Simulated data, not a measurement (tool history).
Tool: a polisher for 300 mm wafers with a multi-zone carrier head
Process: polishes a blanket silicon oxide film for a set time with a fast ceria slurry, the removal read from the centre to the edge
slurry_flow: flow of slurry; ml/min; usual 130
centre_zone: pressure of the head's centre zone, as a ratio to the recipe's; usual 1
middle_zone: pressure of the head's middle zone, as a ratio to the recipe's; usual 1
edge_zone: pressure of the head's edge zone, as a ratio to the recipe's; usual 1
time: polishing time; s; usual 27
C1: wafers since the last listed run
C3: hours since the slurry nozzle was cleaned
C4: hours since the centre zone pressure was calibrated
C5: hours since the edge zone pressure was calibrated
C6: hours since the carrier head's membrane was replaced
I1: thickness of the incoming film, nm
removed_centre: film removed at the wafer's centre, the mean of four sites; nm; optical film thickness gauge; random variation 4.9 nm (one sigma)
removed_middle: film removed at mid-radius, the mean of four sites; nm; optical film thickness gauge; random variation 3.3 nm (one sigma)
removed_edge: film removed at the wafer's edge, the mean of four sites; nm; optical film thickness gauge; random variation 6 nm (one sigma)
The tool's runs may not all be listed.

run 1 hour=0 | slurry_flow=100 centre_zone=0.94 middle_zone=1 edge_zone=1 time=27 | C1=0 wafers_polished_on_this_pad=679 C3=3.2 C4=22.4 C5=418.8 C6=556.9 | I1=1549.6 | removed_centre=386.1 removed_middle=418.5 removed_edge=436.2
-- hour=81.1 edge zone pressure recalibrated
run 2 hour=106.8 | slurry_flow=90 centre_zone=0.96 middle_zone=1 edge_zone=1 time=34 | C1=846 wafers_polished_on_this_pad=1525 C3=110 C4=129.2 C5=25.7 C6=663.7 | I1=1578.4 | removed_centre=452.5 removed_middle=487 removed_edge=516.6
-- hour=114.3 worn pad replaced by a new one
run 3 hour=139.9 | slurry_flow=130 centre_zone=1 middle_zone=1 edge_zone=1 time=27 | C1=234 wafers_polished_on_this_pad=207 C3=143.1 C4=162.3 C5=58.8 C6=696.8 | I1=1594.1 | removed_centre=443.5 removed_middle=455.2 removed_edge=469.8
-- hour=152.1 carrier head's membrane replaced by a new one
run 4 hour=159.3 | slurry_flow=130 centre_zone=1.04 middle_zone=0.94 edge_zone=1 time=27 | C1=116 wafers_polished_on_this_pad=323 C3=162.5 C4=181.7 C5=78.2 C6=7.2 | I1=1559.4 | removed_centre=459.6 removed_middle=417.7 removed_edge=454.7
run 5 hour=185.3 | slurry_flow=130 centre_zone=0.92 middle_zone=1 edge_zone=1 time=31 | C1=209 wafers_polished_on_this_pad=533 C3=188.5 C4=207.7 C5=104.2 C6=33.2 | I1=1589.4 | removed_centre=459.4 removed_middle=501 removed_edge=512.9
run 6 hour=203.9 | slurry_flow=95 centre_zone=1.05 middle_zone=1.09 edge_zone=1.07 time=27 | C1=150 wafers_polished_on_this_pad=683 C3=207.1 C4=226.3 C5=122.8 C6=51.8 | I1=1583.1 | removed_centre=405.1 removed_middle=428.5 removed_edge=421
run 7 hour=226.1 | slurry_flow=130 centre_zone=1 middle_zone=0.9 edge_zone=0.95 time=33 | C1=179 wafers_polished_on_this_pad=862 C3=229.3 C4=248.5 C5=145 C6=74 | I1=1580.8 | removed_centre=510.4 removed_middle=479.1 removed_edge=519.5
run 8 hour=254.6 | slurry_flow=170 centre_zone=1 middle_zone=1 edge_zone=1 time=23 | C1=230 wafers_polished_on_this_pad=1092 C3=257.8 C4=277 C5=173.5 C6=102.5 | I1=1572.4 | removed_centre=382.4 removed_middle=378.3 removed_edge=377.3
run 9 hour=288.2 | slurry_flow=115 centre_zone=1 middle_zone=0.9 edge_zone=1 time=35 | C1=271 wafers_polished_on_this_pad=1364 C3=291.4 C4=310.6 C5=207.1 C6=136.1 | I1=1573.3 | removed_centre=521.8 removed_middle=480.6 removed_edge=543.1
run 10 hour=307 | slurry_flow=130 centre_zone=1 middle_zone=1 edge_zone=1 time=27 | C1=151 wafers_polished_on_this_pad=1515 C3=310.2 C4=329.4 C5=225.9 C6=154.9 | I1=1556.2 | removed_centre=406.3 removed_middle=416.3 removed_edge=434.5
run 11 hour=334.4 | slurry_flow=130 centre_zone=1.11 middle_zone=1 edge_zone=0.95 time=21 | C1=221 wafers_polished_on_this_pad=1737 C3=337.6 C4=356.8 C5=253.3 C6=182.3 | I1=1588 | removed_centre=349.9 removed_middle=323 removed_edge=318.9
-- hour=350.7 worn pad replaced by a new one
run 12 hour=351.2 | slurry_flow=95 centre_zone=1 middle_zone=1 edge_zone=1 time=24 | C1=103 wafers_polished_on_this_pad=4 C3=354.4 C4=373.6 C5=270.1 C6=199.1 | I1=1586.8 | removed_centre=367.5 removed_middle=373.5 removed_edge=394.2
run 13 hour=384.8 | slurry_flow=140 centre_zone=1.06 middle_zone=0.93 edge_zone=1 time=34 | C1=271 wafers_polished_on_this_pad=275 C3=388 C4=407.2 C5=303.7 C6=232.7 | I1=1571.7 | removed_centre=597.6 removed_middle=531 removed_edge=590.9
run 14 hour=412 | slurry_flow=130 centre_zone=1 middle_zone=1 edge_zone=1 time=27 | C1=219 wafers_polished_on_this_pad=495 C3=415.2 C4=434.4 C5=330.9 C6=259.9 | I1=1568.4 | removed_centre=419.1 removed_middle=426.4 removed_edge=440
run 15 hour=442.7 | slurry_flow=130 centre_zone=0.92 middle_zone=1 edge_zone=1 time=36 | C1=247 wafers_polished_on_this_pad=743 C3=445.9 C4=465.1 C5=361.6 C6=290.6 | I1=1562.3 | removed_centre=509.4 removed_middle=560.6 removed_edge=582.9
run 16 hour=476.5 | slurry_flow=130 centre_zone=1 middle_zone=1.11 edge_zone=0.95 time=27 | C1=272 wafers_polished_on_this_pad=1016 C3=479.7 C4=498.9 C5=395.4 C6=324.4 | I1=1566.4 | removed_centre=405.5 removed_middle=452.3 removed_edge=423
-- hour=504.2 slurry nozzle cleaned
run 17 hour=506.1 | slurry_flow=175 centre_zone=1 middle_zone=1.08 edge_zone=0.92 time=23 | C1=230 wafers_polished_on_this_pad=1247 C3=1.9 C4=528.5 C5=425 C6=354 | I1=1545.2 | removed_centre=397.3 removed_middle=413.8 removed_edge=380.5
run 18 hour=539.1 | slurry_flow=130 centre_zone=1 middle_zone=1 edge_zone=0.97 time=34 | C1=266 wafers_polished_on_this_pad=1513 C3=34.9 C4=561.5 C5=458 C6=387 | I1=1576.8 | removed_centre=555.5 removed_middle=542.1 removed_edge=539.2
run 19 hour=557.8 | slurry_flow=130 centre_zone=1 middle_zone=1 edge_zone=1 time=27 | C1=150 wafers_polished_on_this_pad=1664 C3=53.6 C4=580.2 C5=476.7 C6=405.7 | I1=1600 | removed_centre=432.2 removed_middle=428.9 removed_edge=440.8
run 20 hour=577 | slurry_flow=130 centre_zone=1 middle_zone=1.08 edge_zone=0.95 time=27 | C1=155 wafers_polished_on_this_pad=1819 C3=72.8 C4=599.4 C5=495.9 C6=424.9 | I1=1561.6 | removed_centre=427.7 removed_middle=461.8 removed_edge=427
run 21 hour=590.9 | slurry_flow=130 centre_zone=1.1 middle_zone=1 edge_zone=0.9 time=27 | C1=112 wafers_polished_on_this_pad=1931 C3=86.7 C4=613.3 C5=509.8 C6=438.8 | I1=1602.2 | removed_centre=464.1 removed_middle=434.7 removed_edge=414.6
-- hour=600.8 worn pad replaced by a new one
run 22 hour=614.8 | slurry_flow=160 centre_zone=0.95 middle_zone=0.91 edge_zone=1.11 time=27 | C1=160 wafers_polished_on_this_pad=113 C3=110.6 C4=637.2 C5=533.7 C6=462.7 | I1=1583.4 | removed_centre=454.8 removed_middle=440.1 removed_edge=511.8

The tool's hidden state at each run:
deviation of the centre zone's pressure from its setpoint, %: 0 in every run
deviation of the edge zone's pressure from its setpoint, %: 0 in every run
H1: removal rate lost through wear of the pad, %
H2: slurry flow missing at the pad, %
run=1 H1=7.49 H2=2.77
run=2 H1=9.83 H2=7.3
run=3 H1=4.06 H2=8.71
run=4 H1=5.72 H2=9.53
run=5 H1=7.35 H2=10.6
run=6 H1=8.2 H2=11.4
run=7 H1=8.97 H2=12.4
run=8 H1=9.67 H2=13.6
run=9 H1=10.2 H2=15
run=10 H1=10.4 H2=15.8
run=11 H1=10.6 H2=17
run=12 H1=0.552 H2=17.7
run=13 H1=4.25 H2=19.1
run=14 H1=6.21 H2=20.3
run=15 H1=7.7 H2=21.6
run=16 H1=8.76 H2=23
run=17 H1=9.36 H2=1.55
run=18 H1=9.79 H2=2.95
run=19 H1=9.96 H2=3.74
run=20 H1=10.1 H2=4.55
run=21 H1=10.2 H2=5.14
run=22 H1=4.49 H2=6.16
